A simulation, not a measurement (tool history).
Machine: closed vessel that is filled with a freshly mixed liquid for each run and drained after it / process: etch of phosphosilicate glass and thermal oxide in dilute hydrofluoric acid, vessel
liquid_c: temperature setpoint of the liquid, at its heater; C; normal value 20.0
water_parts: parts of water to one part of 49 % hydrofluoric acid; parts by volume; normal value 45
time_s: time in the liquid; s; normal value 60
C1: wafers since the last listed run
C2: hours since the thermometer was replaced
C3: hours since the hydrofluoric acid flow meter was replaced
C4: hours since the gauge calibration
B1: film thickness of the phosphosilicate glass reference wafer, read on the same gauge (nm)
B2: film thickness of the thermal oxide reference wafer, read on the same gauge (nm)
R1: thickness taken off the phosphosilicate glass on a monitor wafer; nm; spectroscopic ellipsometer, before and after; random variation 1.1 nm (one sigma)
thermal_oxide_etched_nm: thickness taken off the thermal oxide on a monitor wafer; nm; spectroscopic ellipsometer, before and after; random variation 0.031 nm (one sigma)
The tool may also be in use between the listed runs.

{"run": 1, "hour": 0.0, "liquid_c": 20.0, "water_parts": 45, "time_s": 35, "C1": 0, "C2": 363.9, "C3": 211.5, "C4": 3291.4, "B1": 149.98, "B2": 129.99, "R1": 66.08, "thermal_oxide_etched_nm": 3.02}
{"run": 2, "hour": 65.0, "liquid_c": 20.0, "water_parts": 45, "time_s": 35, "C1": 4516, "C2": 428.9, "C3": 276.5, "C4": 3356.4, "B1": 150.0, "B2": 130.01, "R1": 65.75, "thermal_oxide_etched_nm": 3.05}
{"run": 3, "hour": 148.1, "liquid_c": 20.0, "water_parts": 45, "time_s": 60, "C1": 5774, "C2": 512.0, "C3": 359.6, "C4": 3439.5, "B1": 149.99, "B2": 130.0, "R1": 114.05, "thermal_oxide_etched_nm": 5.13}
{"hour": 206.1, "done": "gauge calibrated"}
{"run": 4, "hour": 230.0, "liquid_c": 17.0, "water_parts": 60, "time_s": 95, "C1": 5691, "C2": 593.9, "C3": 441.5, "C4": 23.9, "B1": 150.0, "B2": 129.99, "R1": 116.4, "thermal_oxide_etched_nm": 5.25}
{"run": 5, "hour": 303.1, "liquid_c": 22.5, "water_parts": 45, "time_s": 60, "C1": 5079, "C2": 667.0, "C3": 514.6, "C4": 97.0, "B1": 150.01, "B2": 130.0, "R1": 123.77, "thermal_oxide_etched_nm": 5.7}
{"run": 6, "hour": 358.9, "liquid_c": 24.0, "water_parts": 65, "time_s": 60, "C1": 3877, "C2": 722.8, "C3": 570.4, "C4": 152.8, "B1": 150.02, "B2": 130.0, "R1": 88.09, "thermal_oxide_etched_nm": 4.03}
{"run": 7, "hour": 434.0, "liquid_c": 20.0, "water_parts": 45, "time_s": 60, "C1": 5218, "C2": 797.9, "C3": 645.5, "C4": 227.9, "B1": 149.99, "B2": 130.0, "R1": 111.03, "thermal_oxide_etched_nm": 5.13}
{"run": 8, "hour": 502.4, "liquid_c": 20.0, "water_parts": 30, "time_s": 60, "C1": 4753, "C2": 866.3, "C3": 713.9, "C4": 296.3, "B1": 150.0, "B2": 130.0, "R1": 168.6, "thermal_oxide_etched_nm": 7.82}
{"run": 9, "hour": 559.2, "liquid_c": 24.0, "water_parts": 45, "time_s": 60, "C1": 3946, "C2": 923.1, "C3": 770.7, "C4": 353.1, "B1": 150.04, "B2": 130.0, "R1": 132.19, "thermal_oxide_etched_nm": 6.02}
{"run": 10, "hour": 767.8, "liquid_c": 20.0, "water_parts": 30, "time_s": 40, "C1": 14495, "C2": 1131.7, "C3": 979.3, "C4": 561.7, "B1": 150.0, "B2": 130.0, "R1": 111.87, "thermal_oxide_etched_nm": 5.16}
{"run": 11, "hour": 852.7, "liquid_c": 20.0, "water_parts": 45, "time_s": 60, "C1": 5899, "C2": 1216.6, "C3": 1064.2, "C4": 646.6, "B1": 150.02, "B2": 129.99, "R1": 108.17, "thermal_oxide_etched_nm": 5.03}
{"run": 12, "hour": 927.9, "liquid_c": 22.5, "water_parts": 35, "time_s": 30, "C1": 5225, "C2": 1291.8, "C3": 1139.4, "C4": 721.8, "B1": 150.01, "B2": 130.0, "R1": 77.8, "thermal_oxide_etched_nm": 3.61}
{"run": 13, "hour": 1019.0, "liquid_c": 20.0, "water_parts": 45, "time_s": 60, "C1": 6330, "C2": 1382.9, "C3": 1230.5, "C4": 812.9, "B1": 149.99, "B2": 130.0, "R1": 107.73, "thermal_oxide_etched_nm": 4.98}
{"run": 14, "hour": 1068.2, "liquid_c": 18.5, "water_parts": 65, "time_s": 40, "C1": 3418, "C2": 1432.1, "C3": 1279.7, "C4": 862.1, "B1": 149.99, "B2": 129.98, "R1": 45.81, "thermal_oxide_etched_nm": 2.1}
{"run": 15, "hour": 1115.1, "liquid_c": 18.5, "water_parts": 55, "time_s": 30, "C1": 3259, "C2": 1479.0, "C3": 1326.6, "C4": 909.0, "B1": 150.0, "B2": 129.99, "R1": 41.22, "thermal_oxide_etched_nm": 1.86}
{"run": 16, "hour": 1202.5, "liquid_c": 20.0, "water_parts": 45, "time_s": 60, "C1": 6073, "C2": 1566.4, "C3": 1414.0, "C4": 996.4, "B1": 150.0, "B2": 130.01, "R1": 108.07, "thermal_oxide_etched_nm": 4.88}
{"run": 17, "hour": 1301.0, "liquid_c": 17.0, "water_parts": 45, "time_s": 40, "C1": 6844, "C2": 1664.9, "C3": 1512.5, "C4": 1094.9, "B1": 150.01, "B2": 130.02, "R1": 62.77, "thermal_oxide_etched_nm": 2.87}
{"run": 18, "hour": 1352.1, "liquid_c": 20.0, "water_parts": 45, "time_s": 75, "C1": 3550, "C2": 1716.0, "C3": 1563.6, "C4": 1146.0, "B1": 150.01, "B2": 130.01, "R1": 134.03, "thermal_oxide_etched_nm": 6.15}
{"run": 19, "hour": 1415.2, "liquid_c": 20.0, "water_parts": 40, "time_s": 60, "C1": 4384, "C2": 1779.1, "C3": 1626.7, "C4": 1209.1, "B1": 149.96, "B2": 129.99, "R1": 118.73, "thermal_oxide_etched_nm": 5.45}
{"run": 20, "hour": 1484.9, "liquid_c": 20.0, "water_parts": 50, "time_s": 60, "C1": 4843, "C2": 1848.8, "C3": 1696.4, "C4": 1278.8, "B1": 150.0, "B2": 130.02, "R1": 94.73, "thermal_oxide_etched_nm": 4.29}
{"run": 21, "hour": 1586.0, "liquid_c": 20.0, "water_parts": 45, "time_s": 40, "C1": 7025, "C2": 1949.9, "C3": 1797.5, "C4": 1379.9, "B1": 150.0, "B2": 130.0, "R1": 70.08, "thermal_oxide_etched_nm": 3.19}
{"hour": 1617.1, "done": "thermometer replaced"}
{"run": 22, "hour": 1676.7, "liquid_c": 22.5, "water_parts": 35, "time_s": 75, "C1": 6233, "C2": 59.6, "C3": 1888.2, "C4": 1470.6, "B1": 149.98, "B2": 130.0, "R1": 190.9, "thermal_oxide_etched_nm": 8.74}
{"run": 23, "hour": 1774.2, "liquid_c": 22.0, "water_parts": 55, "time_s": 60, "C1": 6775, "C2": 157.1, "C3": 1985.7, "C4": 1568.1, "B1": 149.98, "B2": 130.0, "R1": 91.26, "thermal_oxide_etched_nm": 4.19}
{"run": 24, "hour": 1876.4, "liquid_c": 20.0, "water_parts": 25, "time_s": 60, "C1": 7101, "C2": 259.3, "C3": 2087.9, "C4": 1670.3, "B1": 150.0, "B2": 129.98, "R1": 194.65, "thermal_oxide_etched_nm": 8.85}
{"run": 25, "hour": 1975.2, "liquid_c": 22.0, "water_parts": 30, "time_s": 90, "C1": 6865, "C2": 358.1, "C3": 2186.7, "C4": 1769.1, "B1": 149.98, "B2": 129.99, "R1": 256.14, "thermal_oxide_etched_nm": 11.72}

Predict each of these 5 candidate next runs independently; none follows another, all start after run 25:
{"run": "A", "hour": 1975.9, "liquid_c": 20.0, "water_parts": 45, "time_s": 60, "C1": 48, "C2": 358.8, "C3": 2187.4, "C4": 1769.8, "B1": "?", "B2": "?", "R1": "?", "thermal_oxide_etched_nm": "?"}
{"run": "B", "hour": 1975.9, "liquid_c": 17.0, "water_parts": 50, "time_s": 35, "C1": 48, "C2": 358.8, "C3": 2187.4, "C4": 1769.8, "B1": "?", "B2": "?", "R1": "?", "thermal_oxide_etched_nm": "?"}
{"run": "C", "hour": 1975.9, "liquid_c": 20.0, "water_parts": 45, "time_s": 80, "C1": 48, "C2": 358.8, "C3": 2187.4, "C4": 1769.8, "B1": "?", "B2": "?", "R1": "?", "thermal_oxide_etched_nm": "?"}
{"run": "D", "hour": 1975.9, "liquid_c": 17.0, "water_parts": 30, "time_s": 40, "C1": 48, "C2": 358.8, "C3": 2187.4, "C4": 1769.8, "B1": "?", "B2": "?", "R1": "?", "thermal_oxide_etched_nm": "?"}
{"run": "E", "hour": 1975.9, "liquid_c": 20.0, "water_parts": 45, "time_s": 45, "C1": 48, "C2": 358.8, "C3": 2187.4, "C4": 1769.8, "B1": "?", "B2": "?", "R1": "?", "thermal_oxide_etched_nm": "?"}

run=A B1=150.00 B2=130.01 R1=104.38 thermal_oxide_etched_nm=4.77
run=B B1=150.00 B2=130.01 R1=47.87 thermal_oxide_etched_nm=2.19
run=C B1=150.00 B2=130.01 R1=139.18 thermal_oxide_etched_nm=6.35
run=D B1=150.00 B2=130.01 R1=93.48 thermal_oxide_etched_nm=4.27
run=E B1=150.00 B2=130.01 R1=78.29 thermal_oxide_etched_nm=3.57
What these runs would have given with no unlogged condition in the tool:
run=A R1=117.03 thermal_oxide_etched_nm=5.34
run=B R1=53.68 thermal_oxide_etched_nm=2.45
run=C R1=156.04 thermal_oxide_etched_nm=7.12
run=D R1=104.56 thermal_oxide_etched_nm=4.77
run=E R1=87.77 thermal_oxide_etched_nm=4.01

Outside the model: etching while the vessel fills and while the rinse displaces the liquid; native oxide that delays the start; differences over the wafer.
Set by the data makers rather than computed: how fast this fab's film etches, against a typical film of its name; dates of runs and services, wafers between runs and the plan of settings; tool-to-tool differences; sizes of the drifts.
